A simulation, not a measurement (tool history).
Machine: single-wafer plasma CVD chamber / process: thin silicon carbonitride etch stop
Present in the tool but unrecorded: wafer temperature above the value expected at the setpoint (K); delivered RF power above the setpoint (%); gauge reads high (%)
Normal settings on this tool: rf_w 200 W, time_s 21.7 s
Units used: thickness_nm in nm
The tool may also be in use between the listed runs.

run,hour,rf_w,time_s,wafers since the last listed run,hours since the last thermocouple change,hours since the last RF generator calibration,hours since the showerhead was replaced,hours since the gauge calibration,"read-back reference wafer on the same gauge, thickness_nm",thickness_nm
1,0,215,21.7,0,1171.3,1212.6,3128.9,183.8,14.097,11.725
2,7.4,200,24.7,173,1178.7,1220,3136.3,191.2,14.097,12.977
3,16.2,200,18.6,205,1187.5,1228.8,3145.1,200,14.1,9.814
4,29.8,200,18.6,318,1201.1,1242.4,3158.7,213.6,14.098,9.778
5,38.5,175,24.2,203,1209.8,1251.1,3167.4,222.3,14.094,12.109
6,50,175,24.2,268,1221.3,1262.6,3178.9,233.8,14.103,12.155
# hour 55.6: gauge calibrated
7,56.6,175,24.2,154,1227.9,1269.2,3185.5,1,14.102,12.127
8,67.2,200,21.7,247,1238.5,1279.8,3196.1,11.6,14.098,11.393
9,82.3,200,21.7,353,1253.6,1294.9,3211.2,26.7,14.103,11.415
10,96.2,200,21.7,325,1267.5,1308.8,3225.1,40.6,14.103,11.434
11,111.9,200,21.7,367,1283.2,1324.5,3240.8,56.3,14.101,11.356
# hour 130.3: RF generator calibrated
12,130.8,200,21.7,254,1302.1,0.5,3259.7,75.2,14.096,11.789
13,140.8,200,21.7,233,1312.1,10.5,3269.7,85.2,14.1,11.725
14,156.5,200,21.7,367,1327.8,26.2,3285.4,100.9,14.096,11.773
# hour 170.2: thermocouple changed; heater temperature recalibrated
15,170.7,200,21.7,144,0.5,40.4,3299.6,115.1,14.094,11.734
16,180.8,200,21.7,236,10.6,50.5,3309.7,125.2,14.099,11.721
17,191.1,200,21.7,240,20.9,60.8,3320,135.5,14.105,11.744
18,208.3,200,21.7,402,38.1,78,3337.2,152.7,14.105,11.724
19,225.7,200,21.7,406,55.5,95.4,3354.6,170.1,14.099,11.716
20,231.8,200,20.5,142,61.6,101.5,3360.7,176.2,14.113,11.089
21,243.2,175,24.2,266,73,112.9,3372.1,187.6,14.1,12.451
# hour 258.5: gauge calibrated
# hour 262.2: showerhead replaced
22,262.7,210,19.8,268,92.5,132.4,0.5,4.2,14.1,10.837
23,263.9,200,21.7,28,93.7,133.6,1.7,5.4,14.099,11.67
24,273.1,200,21.7,215,102.9,142.8,10.9,14.6,14.094,11.662
25,316.1,180,20.4,1005,145.9,185.8,53.9,57.6,14.105,10.541
26,323.1,200,18.5,163,152.9,192.8,60.9,64.6,14.108,9.946
27,334.5,210,18.5,266,164.3,204.2,72.3,76,14.093,10.132
28,341.1,210,18.5,154,170.9,210.8,78.9,82.6,14.094,10.077
29,354.6,160,21.7,315,184.4,224.3,92.4,96.1,14.095,10.711
30,367.3,220,19.8,296,197.1,237,105.1,108.8,14.098,10.993
31,376.1,180,18.7,205,205.9,245.8,113.9,117.6,14.093,9.639
32,389.5,200,21.7,313,219.3,259.2,127.3,131,14.108,11.675
33,404.8,165,18.7,357,234.6,274.5,142.6,146.3,14.096,9.335
34,415.5,170,24.8,250,245.3,285.2,153.3,157,14.103,12.489

Alternative continuations, all from the tool just after run 34; predict every row:
A,415.9,200,21.7,9,245.7,285.6,153.7,157.4,?,?
B,415.9,235,20.5,9,245.7,285.6,153.7,157.4,?,?
C,415.9,180,24.7,9,245.7,285.6,153.7,157.4,?,?

run,"read-back reference wafer on the same gauge, thickness_nm",thickness_nm
A,14.106,11.636
B,14.106,11.635
C,14.106,12.75
Stripped of hidden state, with their random variation kept, the same runs would have yielded:
run,thickness_nm
A,11.796
B,11.795
C,12.925
